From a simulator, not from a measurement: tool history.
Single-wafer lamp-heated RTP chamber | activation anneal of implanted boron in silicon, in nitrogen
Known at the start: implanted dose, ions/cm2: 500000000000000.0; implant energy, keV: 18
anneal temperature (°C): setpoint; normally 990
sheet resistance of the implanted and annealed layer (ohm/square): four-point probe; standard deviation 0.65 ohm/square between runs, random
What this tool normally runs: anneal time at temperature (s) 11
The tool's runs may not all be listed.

run,hour,anneal temperature (°C),anneal time at temperature (s),"read-back reference wafer on the same gauge, sheet resistance",sheet resistance of the implanted and annealed layer (ohm/square)
1,0.0,990,11,214.72,226.16
2,190.9,990,11,215.79,225.92
3,253.4,990,11,215.94,226.93
4,309.2,990,15,216.30,224.45
# hour 384.8: reflector plate cleaned
5,385.3,990,11,216.78,227.50
# hour 555.4: pyrometer window cleaned and pyrometer calibrated
6,555.9,990,11,218.06,228.43
7,590.6,990,11,217.99,228.57
8,621.9,990,11,218.44,228.91
9,693.2,990,16,219.06,228.20
10,748.2,990,16,219.45,228.82
# hour 757.6: gauge calibrated
11,798.1,990,11,211.56,221.21
12,867.0,990,11,211.56,222.60
# hour 898.3: reflector plate cleaned
13,902.9,1004,17,211.57,215.49
14,962.6,1008,6,211.65,217.99
15,1013.0,1001,17,211.89,216.13
# hour 1053.6: pyrometer window cleaned and pyrometer calibrated
16,1054.7,990,11,211.93,222.42
17,1100.1,990,11,211.85,221.27
18,1168.6,965,14,212.11,245.60
19,1195.9,1007,16,212.22,215.06
20,1262.7,1015,7,212.24,215.15
21,1334.6,979,15,212.27,229.68
22,1375.3,1017,15,212.58,213.17
# hour 1457.0: reflector plate cleaned
23,1515.8,967,11,212.93,247.16
24,1557.3,1004,16,213.10,216.30
# hour 1572.9: pyrometer window cleaned and pyrometer calibrated
25,1601.2,966,7,213.06,252.11
26,1668.8,963,9,213.45,256.67
27,1710.2,970,7,213.68,246.54
28,1775.6,990,11,213.99,225.17
29,1820.4,963,9,214.08,257.09
30,1854.3,990,11,214.41,224.90
31,1885.7,1002,9,214.37,221.12
32,1933.1,990,11,214.69,224.89
33,1961.5,972,8,214.93,243.29
# hour 2039.0: reflector plate cleaned
34,2151.3,1017,16,215.99,216.96
# hour 2182.3: pyrometer window cleaned and pyrometer calibrated
35,2182.8,1008,8,216.31,220.14

Had the tool no unlogged condition, and each run kept its random variation, what would the results have been?
Hidden conditions of the tool in this case: true wafer temperature minus pyrometer reading, K; wafer temperature error from the tarnished reflector plate, K; gauge reads high (%).
run,sheet resistance of the implanted and annealed layer (ohm/square)
1,223.41
2,222.15
3,222.77
4,220.00
5,222.50
6,222.20
7,222.08
8,222.17
9,220.94
10,221.09
11,221.54
12,222.91
13,215.77
14,218.23
15,216.31
16,222.56
17,221.34
18,245.55
19,214.96
20,214.91
21,229.24
22,212.66
23,246.08
24,215.22
25,250.66
26,254.88
27,244.63
28,223.13
29,254.53
30,222.49
31,218.60
32,222.07
33,240.08
34,213.03
35,215.96
